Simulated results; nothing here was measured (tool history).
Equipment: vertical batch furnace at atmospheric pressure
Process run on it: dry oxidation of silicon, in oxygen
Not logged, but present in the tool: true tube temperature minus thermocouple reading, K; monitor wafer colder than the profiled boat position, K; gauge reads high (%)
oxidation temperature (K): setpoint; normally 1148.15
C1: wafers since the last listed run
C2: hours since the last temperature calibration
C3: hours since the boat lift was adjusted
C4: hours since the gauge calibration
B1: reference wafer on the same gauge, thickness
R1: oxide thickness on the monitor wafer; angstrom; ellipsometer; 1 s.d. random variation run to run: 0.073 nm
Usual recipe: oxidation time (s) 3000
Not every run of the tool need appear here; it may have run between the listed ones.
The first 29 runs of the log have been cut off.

{"run": 30, "hour": 1677.0, "oxidation temperature (K)": 1126.15, "oxidation time (s)": 2040, "C1": 835, "C2": 819.2, "C3": 1072.4, "C4": 502.1, "B1": 24.68, "R1": 151.9}
{"run": 31, "hour": 1734.1, "oxidation temperature (K)": 1125.15, "oxidation time (s)": 3660, "C1": 764, "C2": 876.3, "C3": 1129.5, "C4": 559.2, "B1": 24.69, "R1": 210.6}
{"run": 32, "hour": 1771.2, "oxidation temperature (K)": 1132.15, "oxidation time (s)": 3840, "C1": 496, "C2": 913.4, "C3": 1166.6, "C4": 596.3, "B1": 24.72, "R1": 230.6}
{"run": 33, "hour": 1808.4, "oxidation temperature (K)": 1148.15, "oxidation time (s)": 2250, "C1": 498, "C2": 950.6, "C3": 1203.8, "C4": 633.5, "B1": 24.69, "R1": 194.8}
{"run": 34, "hour": 1987.0, "oxidation temperature (K)": 1148.15, "oxidation time (s)": 3840, "C1": 2391, "C2": 1129.2, "C3": 1382.4, "C4": 812.1, "B1": 24.74, "R1": 271.0}
{"run": 35, "hour": 2043.9, "oxidation temperature (K)": 1130.15, "oxidation time (s)": 2580, "C1": 761, "C2": 1186.1, "C3": 1439.3, "C4": 869.0, "B1": 24.7, "R1": 179.3}
{"run": 36, "hour": 2078.0, "oxidation temperature (K)": 1131.15, "oxidation time (s)": 1650, "C1": 456, "C2": 1220.2, "C3": 1473.4, "C4": 903.1, "B1": 24.68, "R1": 141.0}
{"run": 37, "hour": 2141.2, "oxidation temperature (K)": 1148.15, "oxidation time (s)": 3000, "C1": 846, "C2": 1283.4, "C3": 1536.6, "C4": 966.3, "B1": 24.74, "R1": 232.7}
{"run": 38, "hour": 2179.6, "oxidation temperature (K)": 1148.15, "oxidation time (s)": 3000, "C1": 514, "C2": 1321.8, "C3": 1575.0, "C4": 1004.7, "B1": 24.69, "R1": 232.7}
{"run": 39, "hour": 2209.1, "oxidation temperature (K)": 1135.15, "oxidation time (s)": 1830, "C1": 394, "C2": 1351.3, "C3": 1604.5, "C4": 1034.2, "B1": 24.7, "R1": 154.7}

Alternative continuations, all from the tool just after run 39; predict every row:
{"run": "A", "hour": 2214.2, "oxidation temperature (K)": 1148.15, "oxidation time (s)": 2580, "C1": 68, "C2": 1356.4, "C3": 1609.6, "C4": 1039.3, "B1": "?", "R1": "?"}
{"run": "B", "hour": 2214.2, "oxidation temperature (K)": 1155.15, "oxidation time (s)": 3570, "C1": 68, "C2": 1356.4, "C3": 1609.6, "C4": 1039.3, "B1": "?", "R1": "?"}
{"run": "C", "hour": 2214.2, "oxidation temperature (K)": 1148.15, "oxidation time (s)": 2100, "C1": 68, "C2": 1356.4, "C3": 1609.6, "C4": 1039.3, "B1": "?", "R1": "?"}
{"run": "D", "hour": 2214.2, "oxidation temperature (K)": 1130.15, "oxidation time (s)": 4320, "C1": 68, "C2": 1356.4, "C3": 1609.6, "C4": 1039.3, "B1": "?", "R1": "?"}

run=A B1=24.69 R1=211.0
run=B B1=24.69 R1=275.0
run=C B1=24.69 R1=186.7
run=D B1=24.69 R1=244.0
Without the tool's unlogged condition, the same runs would have read:
run=A R1=204.6
run=B R1=266.4
run=C R1=181.1
run=D R1=236.1

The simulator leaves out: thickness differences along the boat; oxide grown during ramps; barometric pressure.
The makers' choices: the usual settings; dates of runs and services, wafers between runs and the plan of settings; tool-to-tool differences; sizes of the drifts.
